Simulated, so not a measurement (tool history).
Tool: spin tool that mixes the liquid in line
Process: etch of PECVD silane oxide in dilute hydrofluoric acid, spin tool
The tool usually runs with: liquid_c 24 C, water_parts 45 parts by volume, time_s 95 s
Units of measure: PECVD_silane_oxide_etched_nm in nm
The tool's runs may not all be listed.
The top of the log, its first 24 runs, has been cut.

run	day	liquid_c	water_parts	time_s	read-back film thickness of the PECVD silane oxide reference wafer, read on the same gauge (nm)	PECVD_silane_oxide_etched_nm
25	12.892	24	55	95	140.03	30.2
26	13.408	21	45	70	140.01	24.25
# day 13.533: thermometer replaced
# day 14.212: hydrofluoric acid flow meter replaced
27	15.3	24	60	110	140	35.58
28	15.617	24	45	70	140	30.74
29	16.304	21	60	50	139.99	14.27
30	16.992	26	45	125	140	59.26
31	17.433	20	30	115	139.99	65.07
# day 17.867: gauge calibrated
32	18.108	19.5	55	50	140.01	14.67
33	18.542	19.5	30	120	140.02	66.42
34	18.854	27	45	55	139.98	27.19

Consider 3 possible next runs. They are alternatives, not a sequence: every one starts from the tool as it was left by run 34. What does each give?
A	18.871	24	35	95	?	?
B	18.871	24	45	125	?	?
C	18.871	24	45	115	?	?

run	read-back film thickness of the PECVD silane oxide reference wafer, read on the same gauge (nm)	PECVD_silane_oxide_etched_nm
A	140.01	54.21
B	140.01	54.74
C	140.01	50.36
The same runs, with their run-to-run variation unchanged, on a tool lacking any hidden condition would have given:
run	PECVD_silane_oxide_etched_nm
A	54.64
B	55.17
C	50.76
